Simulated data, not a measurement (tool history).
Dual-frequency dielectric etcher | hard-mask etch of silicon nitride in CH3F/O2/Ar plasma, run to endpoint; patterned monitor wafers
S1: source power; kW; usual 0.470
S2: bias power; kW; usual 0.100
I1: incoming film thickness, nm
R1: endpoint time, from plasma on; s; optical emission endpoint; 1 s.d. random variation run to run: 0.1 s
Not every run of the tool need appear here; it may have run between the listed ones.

run,day,S1,S2,I1,R1
1,0.000,0.530,0.087,30.22,34.7
2,2.171,0.530,0.087,30.33,35.0
3,4.150,0.530,0.087,30.07,34.7
4,6.879,0.470,0.085,30.28,38.0
5,8.162,0.470,0.085,30.33,38.3
# day 11.771: wet clean of the chamber
6,11.792,0.470,0.085,29.86,37.5
7,13.617,0.470,0.090,29.60,36.0
8,14.767,0.470,0.090,30.08,37.0
9,16.646,0.470,0.100,30.02,35.3
10,18.575,0.470,0.100,29.77,34.9
11,26.288,0.470,0.100,30.14,35.7
# day 27.079: bias power generator calibrated
# day 27.867: wet clean of the chamber
12,27.888,0.470,0.100,30.27,35.5
# day 29.925: upper electrode replaced
13,29.946,0.470,0.100,30.13,35.4
14,31.271,0.410,0.079,30.17,43.1
15,32.525,0.530,0.084,30.05,35.8
16,34.983,0.470,0.100,30.13,35.7
# day 36.629: source power generator calibrated
17,37.708,0.470,0.083,30.63,38.1
18,39.538,0.400,0.108,30.03,37.0
19,40.908,0.550,0.082,30.10,34.5
20,42.817,0.580,0.078,30.23,34.6
21,44.854,0.510,0.107,30.18,32.4
# day 47.125: wet clean of the chamber
22,47.146,0.550,0.093,30.58,33.0
23,49.333,0.470,0.100,30.43,34.8
24,50.604,0.470,0.085,29.81,36.8
25,53.542,0.440,0.123,30.05,32.9
26,56.000,0.470,0.100,30.39,35.2

Hidden state, per run?
bias power that arrives over what is set, %: 0, the same for each run
H1: etch rate over this chamber's usual, %
H2: source power that arrives over what is set, %
run,H1,H2
1,-0.226,-2.2
2,-0.394,-2.33
3,-0.546,-2.46
4,-0.757,-2.64
5,-0.856,-2.72
6,-0.0152,-2.98
7,-0.156,-3.11
8,-0.245,-3.2
9,-0.39,-3.34
10,-0.538,-3.49
11,-1.13,-4.14
12,-0.0383,-4.28
13,-0.197,-4.46
14,-0.299,-4.58
15,-0.396,-4.7
16,-0.586,-4.93
17,-0.796,0.251
18,-0.937,0.247
19,-1.04,0.242
20,-1.19,0.232
21,-1.35,0.217
22,-0.0676,0.195
23,-0.236,0.169
24,-0.334,0.151
25,-0.561,0.105
26,-0.751,0.0595
